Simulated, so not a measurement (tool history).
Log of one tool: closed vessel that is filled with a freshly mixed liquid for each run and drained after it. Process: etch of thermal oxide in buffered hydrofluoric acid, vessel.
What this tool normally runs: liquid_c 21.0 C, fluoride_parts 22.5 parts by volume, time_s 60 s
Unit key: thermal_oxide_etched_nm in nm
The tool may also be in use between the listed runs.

run     day  liquid_c  fluoride_parts  time_s  wafers since the last listed run  hours since the thermometer was replaced  hours since the hydrofluoric acid flow meter was replaced  hours since the gauge calibration  read-back film thickness of the thermal oxide reference wafer, read on the same gauge (nm)  thermal_oxide_etched_nm
  1   0.000      21.0            16.0      60                                 0                                     400.4                                                      630.7                             4072.0                                                                                      109.97                    34.55
      6.196  -- thermometer replaced, repeated, since the last time left the tool worse
  2  13.179      21.0            22.5      60                             38983                                     167.6                                                      947.0                             4388.3                                                                                      110.00                    24.09
  3  15.958      21.0            22.5      60                              8246                                     234.3                                                     1013.7                             4455.0                                                                                      110.03                    24.01
  4  19.817      21.0            22.5      60                             11449                                     326.9                                                     1106.3                             4547.6                                                                                      109.97                    24.18
  5  23.288      21.0            22.5      60                             10299                                     410.2                                                     1189.6                             4630.9                                                                                      109.98                    24.24
     26.096  -- gauge calibrated
  6  26.896      22.5            29.0      60                             10707                                     496.8                                                     1276.2                               19.2                                                                                      110.02                    22.04
  7  29.079      22.5            29.0      60                              6478                                     549.2                                                     1328.6                               71.6                                                                                      109.98                    22.12
  8  32.792      22.5            29.0      60                             11016                                     638.3                                                     1417.7                              160.7                                                                                      110.01                    22.32
  9  34.967      23.0            22.5      60                              6453                                     690.5                                                     1469.9                              212.9                                                                                      109.99                    27.01
 10  37.592      19.5            16.0      60                              7789                                     753.5                                                     1532.9                              275.9                                                                                      110.00                    30.23
 11  41.525      19.5            14.5      35                             11671                                     847.9                                                     1627.3                              370.3                                                                                      110.02                    19.38
 12  44.804      21.0            30.0      75                              9730                                     926.6                                                     1706.0                              449.0                                                                                      110.02                    25.09
 13  46.992      21.0            29.5      60                              6491                                     979.1                                                     1758.5                              501.5                                                                                      109.98                    20.13
 14  49.567      21.0            22.5      60                              7640                                    1040.9                                                     1820.3                              563.3                                                                                      109.98                    24.34
     51.571  -- hydrofluoric acid flow meter replaced
 15  52.433      17.0            26.0      75                              8382                                    1109.7                                                       20.7                              632.1                                                                                      110.01                    22.02
 16  54.550      21.0            22.5      90                              6280                                    1160.5                                                       71.5                              682.9                                                                                      110.04                    36.73

The next listed run, before its measurement:
 17  58.825      17.5            27.0      95                             12685                                    1263.1                                                      174.1                              785.5                                                                                           ?                        ?

Run 17 came out at read-back film thickness of the thermal oxide reference wafer, read on the same gauge (nm) 110.03, thermal_oxide_etched_nm 28.09 nm.
Take away the tool's hidden state, keep the run-to-run variation as it was, and the same run would have given thermal_oxide_etched_nm 27.58 nm.

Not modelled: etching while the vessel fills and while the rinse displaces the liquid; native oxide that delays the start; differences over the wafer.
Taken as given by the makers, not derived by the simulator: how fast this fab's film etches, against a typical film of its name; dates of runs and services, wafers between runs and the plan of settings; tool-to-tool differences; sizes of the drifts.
